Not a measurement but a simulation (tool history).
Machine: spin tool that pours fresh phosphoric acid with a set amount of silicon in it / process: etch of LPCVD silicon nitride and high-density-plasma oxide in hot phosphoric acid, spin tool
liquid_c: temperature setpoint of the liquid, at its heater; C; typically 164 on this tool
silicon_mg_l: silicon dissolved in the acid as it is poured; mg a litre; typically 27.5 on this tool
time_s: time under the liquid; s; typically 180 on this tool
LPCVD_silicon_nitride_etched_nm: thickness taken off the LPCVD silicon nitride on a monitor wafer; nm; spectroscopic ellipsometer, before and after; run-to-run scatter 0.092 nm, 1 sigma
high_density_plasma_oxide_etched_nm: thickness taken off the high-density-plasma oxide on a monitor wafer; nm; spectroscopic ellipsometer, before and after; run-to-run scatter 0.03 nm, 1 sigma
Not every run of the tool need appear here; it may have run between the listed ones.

run	hour	liquid_c	silicon_mg_l	time_s	wafers since the last listed run	hours since the thermometer was replaced	hours since the dissolved silicon flow meter was replaced	hours since the heated supply line was repaired	hours since the gauge calibration	read-back film thickness of the LPCVD silicon nitride reference wafer, read on the same gauge (nm)	read-back film thickness of the high-density-plasma oxide reference wafer, read on the same gauge (nm)	LPCVD_silicon_nitride_etched_nm	high_density_plasma_oxide_etched_nm
1	0	165	27.5	180	0	656.3	1081.9	303.6	1153	110.01	29.997	17.73	0.235
2	39.4	162	27.5	145	209	695.7	1121.3	343	1192.4	109.99	29.99	12.78	0.158
3	73.5	162.5	12.5	255	180	729.8	1155.4	377.1	1226.5	110	30.028	22.75	0.45
4	131.7	165	12.5	220	308	788	1213.6	435.3	1284.7	110	30.056	21.25	0.455
5	193.7	162	45	125	328	850	1275.6	497.3	1346.7	110	29.985	10.9	0.058
6	264	166	27.5	215	373	920.3	1345.9	567.6	1417	109.99	30.012	21.31	0.291
7	291.7	164	42	180	146	948	1373.6	595.3	1444.7	110.01	30.021	16.5	0.084
# hour 331.8: heated supply line repaired
8	350.5	164	10	280	306	1006.8	1432.4	18.7	1503.5	110.02	30.013	27	0.614
9	400.4	162	45	125	264	1056.7	1482.3	68.6	1553.4	110	30.038	11.3	0.059
10	544.8	162.5	47.5	150	766	1201.1	1626.7	213	1697.8	110.01	30.01	13.5	0.057
# hour 567.7: thermometer replaced
# hour 608.9: gauge calibrated
11	646.6	162.5	27.5	180	534	78.9	1728.5	314.8	37.7	110.01	29.976	16.08	0.228
# hour 671.3: dissolved silicon flow meter replaced
12	711.1	165.5	9.5	125	336	143.4	39.8	379.3	102.2	109.99	30.034	12.27	0.287
13	762.1	164	21	265	270	194.4	90.8	430.3	153.2	109.99	29.986	24.62	0.372
14	824.4	163	17	120	330	256.7	153.1	492.6	215.5	109.98	30.014	10.76	0.168
15	880.1	162	27.5	280	295	312.4	208.8	548.3	271.2	110	30.038	24.18	0.3
16	941.7	163	16.5	80	326	374	270.4	609.9	332.8	109.99	29.99	7.11	0.127
17	972.5	164	27.5	180	163	404.8	301.2	640.7	363.6	109.99	29.994	16.54	0.215
18	998.2	164	41	250	136	430.5	326.9	666.4	389.3	109.98	29.979	22.85	0.15
19	1031.6	164	27.5	180	177	463.9	360.3	699.8	422.7	110.01	30.044	16.37	0.218
# hour 1080.3: heated supply line repaired
20	1090.3	164	27.5	180	306	522.6	419	10	481.4	110.01	29.983	17.45	0.234
21	1146	164	27.5	180	295	578.3	474.7	65.7	537.1	109.98	29.987	17.36	0.226
22	1197.8	165.5	46.5	70	274	630.1	526.5	117.5	588.9	109.99	30.03	7.11	0.035

Selected run-to-run steps in LPCVD_silicon_nitride_etched_nm, each split into two signed amounts: the part the tool would show with no hidden state at all (from settings, incoming material and random variation), and the remainder, which goes to the hidden state together with any gauge scatter not common to the measured and the hidden-state-free results:
Hidden state at play: liquid colder than its thermometer reads (K); dissolved silicon flow above the setpoint (%); temperature lost on the way to the wafer (K); gauge reads high (%).
Run 8 -> 9: liquid_c 164 -> 162, silicon_mg_l 10 -> 45, time_s 280 -> 125. LPCVD_silicon_nitride_etched_nm -15.7 nm: hidden state +0.07, all else -15.77.
Run 15 -> 16: liquid_c 162 -> 163, silicon_mg_l 27.5 -> 16.5, time_s 280 -> 80. LPCVD_silicon_nitride_etched_nm -17.07 nm: hidden state +1.04, all else -18.11.
Run 19 -> 20: heated supply line repaired. LPCVD_silicon_nitride_etched_nm +1.08 nm: hidden state +1.16, all else -0.08.
